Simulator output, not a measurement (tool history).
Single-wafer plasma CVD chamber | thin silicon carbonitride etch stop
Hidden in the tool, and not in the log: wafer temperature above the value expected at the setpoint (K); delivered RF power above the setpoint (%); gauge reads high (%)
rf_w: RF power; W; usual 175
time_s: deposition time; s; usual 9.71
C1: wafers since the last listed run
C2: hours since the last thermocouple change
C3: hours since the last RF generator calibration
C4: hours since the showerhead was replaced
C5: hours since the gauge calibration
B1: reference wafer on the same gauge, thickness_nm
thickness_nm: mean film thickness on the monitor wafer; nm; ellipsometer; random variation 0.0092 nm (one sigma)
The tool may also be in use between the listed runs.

run 1 day=0 | rf_w=175 time_s=9.71 | C1=0 C2=2529.9 C3=1608 C4=4906.7 C5=214 | B1=4.623 | thickness_nm=4.921
run 2 day=0.404 | rf_w=165 time_s=9.71 | C1=384 C2=2539.6 C3=1617.7 C4=4916.4 C5=223.7 | B1=4.618 | thickness_nm=4.821
run 3 day=0.933 | rf_w=175 time_s=8.33 | C1=502 C2=2552.3 C3=1630.4 C4=4929.1 C5=236.4 | B1=4.623 | thickness_nm=4.207
run 4 day=1.367 | rf_w=175 time_s=8.33 | C1=411 C2=2562.7 C3=1640.8 C4=4939.5 C5=246.8 | B1=4.624 | thickness_nm=4.205
run 5 day=1.9 | rf_w=175 time_s=8.33 | C1=506 C2=2575.5 C3=1653.6 C4=4952.3 C5=259.6 | B1=4.618 | thickness_nm=4.212
run 6 day=2.275 | rf_w=150 time_s=9.71 | C1=356 C2=2584.5 C3=1662.6 C4=4961.3 C5=268.6 | B1=4.622 | thickness_nm=4.659
run 7 day=3.946 | rf_w=150 time_s=9.71 | C1=1587 C2=2624.6 C3=1702.7 C4=5001.4 C5=308.7 | B1=4.617 | thickness_nm=4.665
run 8 day=4.579 | rf_w=150 time_s=9.71 | C1=601 C2=2639.8 C3=1717.9 C4=5016.6 C5=323.9 | B1=4.618 | thickness_nm=4.662
run 9 day=4.892 | rf_w=200 time_s=11.02 | C1=296 C2=2647.3 C3=1725.4 C4=5024.1 C5=331.4 | B1=4.621 | thickness_nm=5.811
-- day=5.392 RF generator calibrated
run 10 day=5.412 | rf_w=200 time_s=11.02 | C1=178 C2=2659.8 C3=0.5 C4=5036.6 C5=343.9 | B1=4.616 | thickness_nm=5.931
run 11 day=5.654 | rf_w=175 time_s=9.71 | C1=229 C2=2665.6 C3=6.3 C4=5042.4 C5=349.7 | B1=4.623 | thickness_nm=4.995
run 12 day=6.029 | rf_w=175 time_s=9.71 | C1=356 C2=2674.6 C3=15.3 C4=5051.4 C5=358.7 | B1=4.619 | thickness_nm=5.006
run 13 day=6.479 | rf_w=175 time_s=9.71 | C1=427 C2=2685.4 C3=26.1 C4=5062.2 C5=369.5 | B1=4.616 | thickness_nm=4.999
run 14 day=6.888 | rf_w=200 time_s=9.71 | C1=387 C2=2695.2 C3=35.9 C4=5072 C5=379.3 | B1=4.619 | thickness_nm=5.225
run 15 day=7.371 | rf_w=175 time_s=10.45 | C1=459 C2=2706.8 C3=47.5 C4=5083.6 C5=390.9 | B1=4.619 | thickness_nm=5.384
run 16 day=7.658 | rf_w=155 time_s=9.71 | C1=273 C2=2713.7 C3=54.4 C4=5090.5 C5=397.8 | B1=4.618 | thickness_nm=4.793
run 17 day=7.942 | rf_w=150 time_s=9.13 | C1=269 C2=2720.5 C3=61.2 C4=5097.3 C5=404.6 | B1=4.617 | thickness_nm=4.459
run 18 day=8.471 | rf_w=195 time_s=11.02 | C1=502 C2=2733.2 C3=73.9 C4=5110 C5=417.3 | B1=4.623 | thickness_nm=5.865
-- day=8.579 gauge calibrated
run 19 day=8.817 | rf_w=175 time_s=9.71 | C1=328 C2=2741.5 C3=82.2 C4=5118.3 C5=5.7 | B1=4.621 | thickness_nm=5.017
run 20 day=9.275 | rf_w=175 time_s=9.71 | C1=435 C2=2752.5 C3=93.2 C4=5129.3 C5=16.7 | B1=4.618 | thickness_nm=4.982
run 21 day=9.762 | rf_w=205 time_s=8.95 | C1=463 C2=2764.2 C3=104.9 C4=5141 C5=28.4 | B1=4.619 | thickness_nm=4.847
run 22 day=10.104 | rf_w=175 time_s=9.71 | C1=324 C2=2772.4 C3=113.1 C4=5149.2 C5=36.6 | B1=4.619 | thickness_nm=4.995
run 23 day=10.838 | rf_w=175 time_s=9.71 | C1=696 C2=2790 C3=130.7 C4=5166.8 C5=54.2 | B1=4.618 | thickness_nm=4.987
-- day=11.196 showerhead replaced
run 24 day=11.408 | rf_w=205 time_s=9.17 | C1=225 C2=2803.7 C3=144.4 C4=5.1 C5=67.9 | B1=4.624 | thickness_nm=4.971
-- day=12.075 thermocouple changed; heater temperature recalibrated
run 25 day=12.096 | rf_w=175 time_s=9.71 | C1=336 C2=0.5 C3=160.9 C4=21.6 C5=84.4 | B1=4.618 | thickness_nm=4.986
run 26 day=12.508 | rf_w=195 time_s=9.71 | C1=391 C2=10.4 C3=170.8 C4=31.5 C5=94.3 | B1=4.623 | thickness_nm=5.156
run 27 day=12.842 | rf_w=175 time_s=11.43 | C1=316 C2=18.4 C3=178.8 C4=39.5 C5=102.3 | B1=4.62 | thickness_nm=5.874
run 28 day=13.338 | rf_w=160 time_s=10.73 | C1=471 C2=30.3 C3=190.7 C4=51.4 C5=114.2 | B1=4.619 | thickness_nm=5.361
run 29 day=14.229 | rf_w=200 time_s=7.83 | C1=847 C2=51.7 C3=212.1 C4=72.8 C5=135.6 | B1=4.622 | thickness_nm=4.192
run 30 day=15.667 | rf_w=195 time_s=7.94 | C1=1365 C2=86.2 C3=246.6 C4=107.3 C5=170.1 | B1=4.622 | thickness_nm=4.209
run 31 day=16.042 | rf_w=145 time_s=8.19 | C1=356 C2=95.2 C3=255.6 C4=116.3 C5=179.1 | B1=4.614 | thickness_nm=3.949
run 32 day=16.425 | rf_w=175 time_s=10.67 | C1=364 C2=104.4 C3=264.8 C4=125.5 C5=188.3 | B1=4.617 | thickness_nm=5.453
run 33 day=17.038 | rf_w=175 time_s=9.71 | C1=581 C2=119.1 C3=279.5 C4=140.2 C5=203 | B1=4.62 | thickness_nm=4.973
run 34 day=17.317 | rf_w=190 time_s=8.86 | C1=265 C2=125.8 C3=286.2 C4=146.9 C5=209.7 | B1=4.617 | thickness_nm=4.662
run 35 day=17.846 | rf_w=175 time_s=11.28 | C1=502 C2=138.5 C3=298.9 C4=159.6 C5=222.4 | B1=4.618 | thickness_nm=5.784
run 36 day=18.475 | rf_w=185 time_s=9.71 | C1=597 C2=153.6 C3=314 C4=174.7 C5=237.5 | B1=4.62 | thickness_nm=5.065
run 37 day=19.142 | rf_w=205 time_s=9.08 | C1=633 C2=169.6 C3=330 C4=190.7 C5=253.5 | B1=4.625 | thickness_nm=4.886

Measured less the same run without the tool's hidden state. The same run-to-run variation is in both; the gauge's scatter may not be:
run=1 thickness_nm=-0.123
run=2 thickness_nm=-0.121
run=3 thickness_nm=-0.106
run=4 thickness_nm=-0.107
run=5 thickness_nm=-0.108
run=6 thickness_nm=-0.12
run=7 thickness_nm=-0.123
run=8 thickness_nm=-0.124
run=9 thickness_nm=-0.155
run=10 thickness_nm=-0.044
run=11 thickness_nm=-0.037
run=12 thickness_nm=-0.038
run=13 thickness_nm=-0.039
run=14 thickness_nm=-0.041
run=15 thickness_nm=-0.044
run=16 thickness_nm=-0.039
run=17 thickness_nm=-0.037
run=18 thickness_nm=-0.05
run=19 thickness_nm=-0.043
run=20 thickness_nm=-0.044
run=21 thickness_nm=-0.043
run=22 thickness_nm=-0.045
run=23 thickness_nm=-0.046
run=24 thickness_nm=-0.047
run=25 thickness_nm=-0.048
run=26 thickness_nm=-0.051
run=27 thickness_nm=-0.059
run=28 thickness_nm=-0.054
run=29 thickness_nm=-0.044
run=30 thickness_nm=-0.046
run=31 thickness_nm=-0.044
run=32 thickness_nm=-0.061
run=33 thickness_nm=-0.057
run=34 thickness_nm=-0.054
run=35 thickness_nm=-0.068
run=36 thickness_nm=-0.061
run=37 thickness_nm=-0.06
